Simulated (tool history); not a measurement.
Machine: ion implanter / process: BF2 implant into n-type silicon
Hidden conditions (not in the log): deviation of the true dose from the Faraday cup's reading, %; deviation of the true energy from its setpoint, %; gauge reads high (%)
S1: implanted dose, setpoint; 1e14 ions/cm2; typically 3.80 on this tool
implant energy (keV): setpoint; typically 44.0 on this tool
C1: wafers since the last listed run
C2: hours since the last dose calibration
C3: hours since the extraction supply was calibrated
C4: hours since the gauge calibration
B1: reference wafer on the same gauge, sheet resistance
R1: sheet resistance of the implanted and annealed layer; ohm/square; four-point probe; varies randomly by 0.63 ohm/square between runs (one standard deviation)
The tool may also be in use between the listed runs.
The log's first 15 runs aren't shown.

run 16 hour=755.6 | S1=2.74 implant_energy_(keV)=32.5 | C1=613 C2=888.5 C3=6333.9 C4=2067.5 | B1=240.10 | R1=366.34
run 17 hour=811.4 | S1=3.80 implant_energy_(keV)=34.5 | C1=1263 C2=944.3 C3=6389.7 C4=2123.3 | B1=240.11 | R1=275.64
run 18 hour=876.0 | S1=3.80 implant_energy_(keV)=44.0 | C1=1462 C2=1008.9 C3=6454.3 C4=2187.9 | B1=240.20 | R1=268.12
run 19 hour=938.3 | S1=3.11 implant_energy_(keV)=31.0 | C1=1410 C2=1071.2 C3=6516.6 C4=2250.2 | B1=240.20 | R1=329.62
run 20 hour=970.1 | S1=3.80 implant_energy_(keV)=38.0 | C1=719 C2=1103.0 C3=6548.4 C4=2282.0 | B1=240.29 | R1=272.27
run 21 hour=995.3 | S1=4.63 implant_energy_(keV)=55.0 | C1=570 C2=1128.2 C3=6573.6 C4=2307.2 | B1=239.97 | R1=220.76
-- hour=1017.5 gauge calibrated
-- hour=1031.0 Faraday cup replaced and dose calibrated
run 22 hour=1064.7 | S1=4.88 implant_energy_(keV)=39.5 | C1=1390 C2=33.7 C3=6643.0 C4=47.2 | B1=240.24 | R1=212.86
run 23 hour=1095.1 | S1=4.68 implant_energy_(keV)=48.0 | C1=688 C2=64.1 C3=6673.4 C4=77.6 | B1=239.64 | R1=217.13
run 24 hour=1162.7 | S1=3.02 implant_energy_(keV)=40.0 | C1=1530 C2=131.7 C3=6741.0 C4=145.2 | B1=240.03 | R1=321.81
run 25 hour=1213.8 | S1=3.80 implant_energy_(keV)=49.0 | C1=1156 C2=182.8 C3=6792.1 C4=196.3 | B1=239.89 | R1=258.05
run 26 hour=1247.5 | S1=4.74 implant_energy_(keV)=44.0 | C1=762 C2=216.5 C3=6825.8 C4=230.0 | B1=240.01 | R1=215.10
run 27 hour=1277.4 | S1=4.71 implant_energy_(keV)=50.0 | C1=676 C2=246.4 C3=6855.7 C4=259.9 | B1=240.04 | R1=214.33
run 28 hour=1314.6 | S1=4.10 implant_energy_(keV)=37.5 | C1=842 C2=283.6 C3=6892.9 C4=297.1 | B1=240.08 | R1=247.29
-- hour=1332.7 extraction supply calibrated
run 29 hour=1356.8 | S1=3.80 implant_energy_(keV)=44.0 | C1=774 C2=325.8 C3=24.1 C4=339.3 | B1=240.13 | R1=259.61
run 30 hour=1418.4 | S1=4.93 implant_energy_(keV)=35.5 | C1=1394 C2=387.4 C3=85.7 C4=400.9 | B1=239.88 | R1=212.67
run 31 hour=1472.4 | S1=3.80 implant_energy_(keV)=44.0 | C1=1222 C2=441.4 C3=139.7 C4=454.9 | B1=239.97 | R1=258.47
-- hour=1526.8 Faraday cup replaced and dose calibrated, repeated, since the last time left the tool worse
run 32 hour=1540.8 | S1=3.80 implant_energy_(keV)=44.0 | C1=1367 C2=14.0 C3=208.1 C4=523.3 | B1=240.01 | R1=273.20
run 33 hour=1599.8 | S1=3.18 implant_energy_(keV)=40.0 | C1=1335 C2=73.0 C3=267.1 C4=582.3 | B1=239.82 | R1=320.18
run 34 hour=1628.6 | S1=3.80 implant_energy_(keV)=29.5 | C1=652 C2=101.8 C3=295.9 C4=611.1 | B1=239.84 | R1=283.46
run 35 hour=1687.5 | S1=4.90 implant_energy_(keV)=59.0 | C1=1333 C2=160.7 C3=354.8 C4=670.0 | B1=239.75 | R1=213.64
run 36 hour=1713.5 | S1=3.12 implant_energy_(keV)=31.5 | C1=588 C2=186.7 C3=380.8 C4=696.0 | B1=239.91 | R1=333.36
run 37 hour=1811.7 | S1=4.82 implant_energy_(keV)=44.0 | C1=2223 C2=284.9 C3=479.0 C4=794.2 | B1=240.04 | R1=220.38
run 38 hour=1880.2 | S1=4.60 implant_energy_(keV)=32.0 | C1=1550 C2=353.4 C3=547.5 C4=862.7 | B1=239.89 | R1=237.78

Predict each of these 3 candidate next runs independently; none follows another, all start after run 38:
run A hour=1880.6 | S1=3.80 implant_energy_(keV)=50.5 | C1=9 C2=353.8 C3=547.9 C4=863.1 | B1=? | R1=?
run B hour=1880.6 | S1=2.74 implant_energy_(keV)=48.0 | C1=9 C2=353.8 C3=547.9 C4=863.1 | B1=? | R1=?
run C hour=1880.6 | S1=3.49 implant_energy_(keV)=50.0 | C1=9 C2=353.8 C3=547.9 C4=863.1 | B1=? | R1=?

run=A B1=239.87 R1=265.79
run=B B1=239.87 R1=353.39
run=C B1=239.87 R1=286.32
Had the tool no hidden state, the same runs would have come out as:
run=A R1=269.05
run=B R1=357.58
run=C R1=289.81

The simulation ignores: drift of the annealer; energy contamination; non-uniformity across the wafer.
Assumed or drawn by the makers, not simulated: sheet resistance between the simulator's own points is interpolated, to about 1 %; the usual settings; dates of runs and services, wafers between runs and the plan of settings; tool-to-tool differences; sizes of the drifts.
